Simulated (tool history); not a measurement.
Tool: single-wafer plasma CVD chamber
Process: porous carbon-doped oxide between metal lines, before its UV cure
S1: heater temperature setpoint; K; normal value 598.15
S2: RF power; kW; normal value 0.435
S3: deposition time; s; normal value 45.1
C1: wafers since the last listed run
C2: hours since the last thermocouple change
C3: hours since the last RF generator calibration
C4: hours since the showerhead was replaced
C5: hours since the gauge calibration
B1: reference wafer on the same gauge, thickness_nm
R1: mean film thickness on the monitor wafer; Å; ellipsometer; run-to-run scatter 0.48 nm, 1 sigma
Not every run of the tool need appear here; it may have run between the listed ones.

| run | day | S1 | S2 | S3 | C1 | C2 | C3 | C4 | C5 | B1 | R1 |
|---|---|---|---|---|---|---|---|---|---|---|---|
| 1 | 0 | 598.15 | 0.41 | 45.1 | 0 | 712 | 176.3 | 4919.7 | 1609.6 | 228.679 | 1860.74 |
| 2 | 3.262 | 598.15 | 0.41 | 45.1 | 1664 | 790.3 | 254.6 | 4998 | 1687.9 | 228.98 | 1868.32 |
| 3 | 7.375 | 604.15 | 0.435 | 45.1 | 2098 | 889 | 353.3 | 5096.7 | 1786.6 | 229.001 | 1909.23 |
| 4 | 11.462 | 604.15 | 0.435 | 45.1 | 2085 | 987.1 | 451.4 | 5194.8 | 1884.7 | 228.826 | 1895.84 |
| 5 | 14.95 | 604.15 | 0.435 | 45.1 | 1779 | 1070.8 | 535.1 | 5278.5 | 1968.4 | 229.155 | 1899.79 |
| 6 | 17.929 | 598.15 | 0.485 | 45.1 | 1520 | 1142.3 | 606.6 | 5350 | 2039.9 | 229.118 | 2122.37 |
| 7 | 19.842 | 598.15 | 0.385 | 45.1 | 976 | 1188.2 | 652.5 | 5395.9 | 2085.8 | 229.167 | 1750.32 |
| 8 | 22.029 | 598.15 | 0.465 | 45.1 | 1116 | 1240.7 | 705 | 5448.4 | 2138.3 | 228.973 | 2048.1 |
| 9 | 32.2 | 598.15 | 0.465 | 45.1 | 5190 | 1484.8 | 949.1 | 5692.5 | 2382.4 | 229.145 | 2046.38 |
| 10 | 34.15 | 598.15 | 0.435 | 45.1 | 995 | 1531.6 | 995.9 | 5739.3 | 2429.2 | 228.928 | 1933.61 |
|  | 36.217 | gauge calibrated |
| 11 | 37.75 | 598.15 | 0.435 | 45.1 | 1837 | 1618 | 1082.3 | 5825.7 | 36.8 | 229.032 | 1932.71 |
| 12 | 41.938 | 598.15 | 0.435 | 45.1 | 2137 | 1718.5 | 1182.8 | 5926.2 | 137.3 | 229.2 | 1914.67 |
|  | 45.679 | showerhead replaced |
|  | 46.183 | thermocouple changed; heater temperature recalibrated |
| 13 | 46.758 | 598.15 | 0.435 | 43 | 2120 | 13.8 | 1298.5 | 25.9 | 253 | 229.112 | 1838.34 |
| 14 | 48.442 | 598.15 | 0.435 | 43 | 859 | 54.2 | 1338.9 | 66.3 | 293.4 | 228.991 | 1831.44 |
|  | 49.012 | RF generator calibrated |
| 15 | 51.096 | 598.15 | 0.435 | 45.1 | 1184 | 117.9 | 50 | 130 | 357.1 | 229.213 | 1943.72 |
| 16 | 53.583 | 588.15 | 0.435 | 52.9 | 1269 | 177.6 | 109.7 | 189.7 | 416.8 | 229.156 | 2390.33 |
| 17 | 56.75 | 598.15 | 0.435 | 45.1 | 1616 | 253.6 | 185.7 | 265.7 | 492.8 | 229.392 | 1951.33 |
| 18 | 58.438 | 613.15 | 0.485 | 53.5 | 861 | 294.1 | 226.2 | 306.2 | 533.3 | 228.902 | 2355.91 |
| 19 | 61.696 | 598.15 | 0.435 | 45.1 | 1662 | 372.3 | 304.4 | 384.4 | 611.5 | 229.098 | 1945.44 |
| 20 | 64.917 | 598.15 | 0.435 | 37.9 | 1643 | 449.6 | 381.7 | 461.7 | 688.8 | 228.906 | 1643.53 |
| 21 | 67.2 | 598.15 | 0.435 | 45.1 | 1165 | 504.4 | 436.5 | 516.5 | 743.6 | 228.711 | 1949.65 |
| 22 | 71.267 | 594.15 | 0.52 | 45.1 | 2075 | 602 | 534.1 | 614.1 | 841.2 | 229.174 | 2256.99 |
| 23 | 74.504 | 598.15 | 0.435 | 41.3 | 1652 | 679.7 | 611.8 | 691.8 | 918.9 | 228.665 | 1785.71 |
| 24 | 77.746 | 598.15 | 0.37 | 45.1 | 1654 | 757.5 | 689.6 | 769.6 | 996.7 | 229.091 | 1695.45 |
| 25 | 80.608 | 598.15 | 0.5 | 45.1 | 1460 | 826.2 | 758.3 | 838.3 | 1065.4 | 228.952 | 2157.39 |
| 26 | 82.538 | 598.15 | 0.385 | 45.1 | 984 | 872.5 | 804.6 | 884.6 | 1111.7 | 229.072 | 1759.21 |
| 27 | 85.033 | 604.15 | 0.435 | 45.1 | 1273 | 932.4 | 864.5 | 944.5 | 1171.6 | 228.996 | 1885.09 |
| 28 | 97.121 | 598.15 | 0.435 | 49.4 | 6168 | 1222.5 | 1154.6 | 1234.6 | 1461.7 | 229.095 | 2119.22 |
| 29 | 101.158 | 598.15 | 0.4 | 47.4 | 2060 | 1319.4 | 1251.5 | 1331.5 | 1558.6 | 229.016 | 1885.7 |
| 30 | 104.55 | 598.15 | 0.37 | 40 | 1730 | 1400.8 | 1332.9 | 1412.9 | 1640 | 228.88 | 1490.88 |
| 31 | 106.808 | 586.15 | 0.355 | 38.3 | 1152 | 1455 | 1387.1 | 1467.1 | 1694.2 | 229.102 | 1455.49 |

Selected run-to-run steps in R1, each split into two signed amounts: the part the tool would show with no hidden state at all (from settings, incoming material and random variation), and the remainder, which goes to the hidden state together with any gauge scatter not common to the measured and the hidden-state-free results:
Hidden state at play: wafer temperature above the value expected at the setpoint (K); delivered RF power above the setpoint (%); gauge reads high (%).
Run 8 -> 9: no setting changed, nothing entered. R1 -1.72 Å: hidden state -6.83, all else +5.11.
Run 14 -> 15: S3 43 -> 45.1, RF generator calibrated. R1 +112.28 Å: hidden state +32.08, all else +80.2.
Run 15 -> 16: S1 598.15 -> 588.15, S3 45.1 -> 52.9. R1 +446.61 Å: hidden state -0.45, all else +447.06.
Run 22 -> 23: S1 594.15 -> 598.15, S2 0.52 -> 0.435, S3 45.1 -> 41.3. R1 -471.28 Å: hidden state -1.04, all else -470.24.
Run 24 -> 25: S2 0.37 -> 0.5. R1 +461.94 Å: hidden state -2.23, all else +464.17.
Run 27 -> 28: S1 604.15 -> 598.15, S3 45.1 -> 49.4. R1 +234.13 Å: hidden state -13.66, all else +247.79.
